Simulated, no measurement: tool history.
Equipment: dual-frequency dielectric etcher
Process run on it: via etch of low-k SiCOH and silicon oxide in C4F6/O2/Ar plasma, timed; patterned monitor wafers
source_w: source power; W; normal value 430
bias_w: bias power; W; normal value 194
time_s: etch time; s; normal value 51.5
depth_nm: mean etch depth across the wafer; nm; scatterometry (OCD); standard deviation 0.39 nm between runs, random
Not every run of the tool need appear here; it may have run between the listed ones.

run	hour	source_w	bias_w	time_s	read-back reference wafer on the same gauge, depth_nm	depth_nm
1	0	430	194	48	132	141.1
2	0.4	430	194	48	132	140.5
3	18.8	430	194	48	132.1	140.8
4	54	430	194	51.5	131.9	150.4
5	75.5	430	194	51.5	131.9	151.4
6	90.5	360	153	66	131.9	168.8
7	117.7	430	161	67	131.9	181
8	145.3	350	194	46	132	130
9	169.2	430	194	51.5	131.9	151.3
10	220.3	370	219	66.5	132	198.6
11	254.1	430	161	51.5	132	140.3
12	284	430	194	51.5	132	150.6
# hour 291.1: gauge calibrated
13	312	460	194	55.5	132.1	165.1
# hour 357.5: source power generator calibrated
# hour 358.5: wet clean of the chamber
14	359	430	194	51.5	132	151.1
15	363	430	173	51.5	132	144.3
16	388.3	490	163	40.5	132	114
17	488.5	430	194	51.5	132.1	150.7
# hour 507: bias power generator calibrated
18	507.5	340	160	61.5	132	157.8
19	525.6	340	218	60.5	132	177
20	551	330	194	47.5	132.1	132
21	579.5	470	194	36.5	132	109.4
22	606.2	330	180	43.5	132.1	116.3
23	638.9	430	194	51.5	132	152
24	674.4	430	162	58	132	158
25	708.4	480	194	51.5	131.8	155
26	733.1	430	194	57.5	132.1	168.3
27	758.4	430	237	44	132	140
28	776.5	510	146	51.5	132	139.8
29	793	430	242	51.5	131.9	165.5

What was the tool's hidden state at every run in the log?
etch rate over this chamber's usual, %: 0 at every run
source power that arrives over what is set, %: 0 at every run
bias power that arrives over what is set, %: 0 at every run
gauge reads high (%): 0 at every run
